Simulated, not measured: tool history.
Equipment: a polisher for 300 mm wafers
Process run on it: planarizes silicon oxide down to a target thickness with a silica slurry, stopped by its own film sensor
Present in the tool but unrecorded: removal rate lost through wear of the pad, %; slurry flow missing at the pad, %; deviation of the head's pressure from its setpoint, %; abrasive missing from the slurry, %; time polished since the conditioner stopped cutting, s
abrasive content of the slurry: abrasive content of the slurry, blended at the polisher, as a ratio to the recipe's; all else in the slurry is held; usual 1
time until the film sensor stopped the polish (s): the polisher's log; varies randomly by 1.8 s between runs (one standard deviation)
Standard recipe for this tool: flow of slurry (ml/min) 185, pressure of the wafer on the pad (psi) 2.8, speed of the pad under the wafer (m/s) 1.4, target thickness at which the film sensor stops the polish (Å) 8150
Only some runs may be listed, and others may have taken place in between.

run,hour,flow of slurry (ml/min),pressure of the wafer on the pad (psi),speed of the pad under the wafer (m/s),abrasive content of the slurry,target thickness at which the film sensor stops the polish (Å),wafers since the last listed run,wafers polished on this pad,hours since the slurry nozzle was cleaned,hours since the head pressure was calibrated,hours since the slurry blender was calibrated,hours since the conditioning disc was replaced,"incoming thickness of the incoming film, nm",time until the film sensor stopped the polish (s)
1,0,185,2.8,1.4,1,8420,0,224,273.6,257.7,65.3,446.9,1096.4,92.7
2,8.6,185,2.8,1.4,1,8150,42,266,282.2,266.3,73.9,455.5,1109.2,110
3,25.8,185,2.8,1.4,1,8150,85,351,299.4,283.5,91.1,472.7,1111.4,111.5
4,38.8,220,2.8,1.4,1,7590,64,416,312.4,296.5,104.1,485.7,1099.5,123.9
5,49.7,220,2.8,1.4,1,7590,54,470,323.3,307.4,115,496.6,1112,132.6
6,66.3,220,2.8,1.4,1,7590,82,552,339.9,324,131.6,513.2,1095.8,126.9
7,84,185,2.8,1.4,1.2,8150,87,640,357.6,341.7,149.3,530.9,1118.5,107.6
# hour 85.3: slurry nozzle cleaned
# hour 88.9: worn pad replaced by a new one
8,94.5,185,2.8,1.4,1.2,8150,29,27,9.2,352.2,159.8,541.4,1110.6,93.5
9,104.9,185,2,1.56,0.7,8150,51,79,19.6,362.6,170.2,551.8,1101.8,160.8
10,112.3,210,3.3,1.4,1.25,7420,36,116,27,370,177.6,559.2,1088.2,93.1
# hour 119.2: conditioning disc replaced and pad reconditioned
11,124.7,240,2.8,1.82,1.1,8150,51,167,39.4,382.4,190,5.5,1082,71.8
12,142,185,2.8,1.4,1,8150,85,253,56.7,399.7,207.3,22.8,1100.3,105.3
13,155.1,185,2.8,1.66,1,8150,64,318,69.8,412.8,220.4,35.9,1086.8,90.9
14,169.4,185,2.8,1.4,1.1,8150,70,389,84.1,427.1,234.7,50.2,1087.9,100.3
15,177.3,185,2.8,1.4,1,8470,39,428,92,435,242.6,58.1,1098.7,98.1
# hour 191.8: head pressure recalibrated
16,193,185,2.8,1.8,1,8150,67,496,107.7,1.2,258.3,73.8,1088.3,87
# hour 220.5: slurry blender recalibrated
17,222.1,220,2.3,1.4,1.1,8790,134,630,136.8,30.3,1.6,102.9,1106.7,104.3
# hour 230.2: worn pad replaced by a new one, of another model than before
18,236.8,235,2.8,1.82,1,8150,53,32,151.5,45,16.3,117.6,1102,84.8
19,251.2,185,2.8,1.6,1,8150,71,104,165.9,59.4,30.7,132,1092.6,89.3
20,297.8,185,2.8,1.4,1,8150,230,334,212.5,106,77.3,178.6,1113.1,113.5
21,310.7,185,2.8,1.4,1.2,8150,63,398,225.4,118.9,90.2,191.5,1090.9,98.7
22,326.5,185,2.8,1.7,1,8630,78,477,241.2,134.7,106,207.3,1117.6,88.7
23,335.3,235,3.5,1.4,0.9,7570,43,520,250,143.5,114.8,216.1,1106,119.3
24,343.5,185,2.8,1.4,1,8150,40,561,258.2,151.7,123,224.3,1103.8,109.1
# hour 353.2: worn pad replaced by a new one
25,360.3,125,2.8,1.4,1,8510,63,35,275,168.5,139.8,241.1,1095.5,82.9
26,376.9,185,2.8,1.4,1,8150,82,117,291.6,185.1,156.4,257.7,1102.6,104.1
27,390.8,185,2.8,1.4,1,8150,68,186,305.5,199,170.3,271.6,1105.4,101.1

3 ways to go on from here, each from the tool as it stands after run 27. What would each give?
A,391.3,185,2.8,1.4,1,8150,2,188,306,199.5,170.8,272.1,1093.7,?
B,391.3,230,3.6,1.4,1.25,9110,2,188,306,199.5,170.8,272.1,1093.7,?
C,391.3,185,2.8,1.62,1,8590,2,188,306,199.5,170.8,272.1,1093.7,?

run,time until the film sensor stopped the polish (s)
A,103.6
B,51.5
C,80.5
Take away the tool's hidden state, keep each run's random variation, and the runs would have read:
run,time until the film sensor stopped the polish (s)
A,94.4
B,46.9
C,73.4
